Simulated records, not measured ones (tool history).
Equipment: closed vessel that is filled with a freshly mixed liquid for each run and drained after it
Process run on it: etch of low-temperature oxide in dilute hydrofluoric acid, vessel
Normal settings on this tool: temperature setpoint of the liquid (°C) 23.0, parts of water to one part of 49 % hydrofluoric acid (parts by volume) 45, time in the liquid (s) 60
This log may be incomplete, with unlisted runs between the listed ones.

run   hour  temperature setpoint of the liquid (°C)  parts of water to one part of 49 % hydrofluoric acid (parts by volume)  time in the liquid (s)  read-back film thickness of the low-temperature oxide reference wafer, read on the same gauge (nm)  thickness taken off the low-temperature oxide on a monitor wafer (angstrom)
  1    0.0                                     23.0                                                                      35                      60                                                                                               89.99                                                                        288.9
  2   25.8                                     23.0                                                                      35                      60                                                                                               89.98                                                                        292.6
  3   47.5                                     23.0                                                                      35                      60                                                                                               89.98                                                                        292.5
  4   83.0                                     23.0                                                                      45                      60                                                                                               89.99                                                                        221.7
  5  102.0                                     23.0                                                                      45                      60                                                                                               90.01                                                                        260.3
  6  114.1                                     23.0                                                                      45                      60                                                                                               89.98                                                                        262.6
  7  132.9                                     23.0                                                                      45                      60                                                                                               90.01                                                                        259.9
  8  152.3                                     23.0                                                                      45                      60                                                                                               89.98                                                                        261.4
  9  173.6                                     23.0                                                                      45                      60                                                                                               90.01                                                                        260.0
 10  186.0                                     23.0                                                                      45                      60                                                                                               90.02                                                                        258.7
 11  204.3                                     23.0                                                                      45                      60                                                                                               90.00                                                                        257.4
 12  217.3                                     20.0                                                                      65                      60                                                                                               89.98                                                                        155.6
 13  245.6                                     22.0                                                                      45                      60                                                                                               89.98                                                                        249.0
 14  281.2                                     26.0                                                                      30                      60                                                                                               90.01                                                                        447.0
 15  311.4                                     23.0                                                                      25                      60                                                                                               90.00                                                                        474.8
 16  399.3                                     19.5                                                                      45                      90                                                                                               90.01                                                                        333.1
 17  426.9                                     23.0                                                                      45                      60                                                                                               89.98                                                                        256.5
 18  440.7                                     23.0                                                                      30                      80                                                                                               89.99                                                                        531.3
 19  536.4                                     23.0                                                                      35                      90                                                                                               90.01                                                                        496.0
 20  551.8                                     23.0                                                                      65                      50                                                                                               90.02                                                                        142.8
 21  583.6                                     24.5                                                                      60                      60                                                                                               90.01                                                                        196.5
 22  617.4                                     27.5                                                                      45                      60                                                                                               90.01                                                                        306.2
 23  643.7                                     26.5                                                                      30                      40                                                                                               90.01                                                                        298.7
 24  677.4                                     25.5                                                                      30                      80                                                                                               89.99                                                                        577.3
 25  698.8                                     27.5                                                                      50                      30                                                                                               90.01                                                                        134.5
 26  711.0                                     23.0                                                                      45                      60                                                                                               89.97                                                                        249.9
 27  795.5                                     23.0                                                                      30                      35                                                                                               90.03                                                                        225.7
 28  819.9                                     26.0                                                                      35                      90                                                                                               89.99                                                                        550.8
 29  855.6                                     27.0                                                                      55                      60                                                                                               90.02                                                                        237.9
 30  878.8                                     20.5                                                                      25                      30                                                                                               89.99                                                                        207.6
 31  910.7                                     27.0                                                                      25                      40                                                                                               89.99                                                                        364.0

Taken out of this log: 3 entries between the listed runs. Where each belongs, and how the hidden state differs across it:
Between runs 4 and 5: hydrofluoric acid flow meter replaced (hour 97.5)
  hydrofluoric acid flow below the setpoint (%): 15.2 -> 0.894
  what was measured, less what the result would be without the hidden state, thickness taken off the low-temperature oxide on a monitor wafer (angstrom): -42.3 -> -2.5
Between runs 9 and 10: gauge calibrated (hour 177.2)
  hydrofluoric acid flow below the setpoint (%): 1.26 -> 1.32
  what was measured, less what the result would be without the hidden state, thickness taken off the low-temperature oxide on a monitor wafer (angstrom): -3.4 -> -3.7
Between runs 18 and 19: thermometer replaced (hour 512.3)
  hydrofluoric acid flow below the setpoint (%): 2.63 -> 3.11
  what was measured, less what the result would be without the hidden state, thickness taken off the low-temperature oxide on a monitor wafer (angstrom): -14.9 -> -16.8
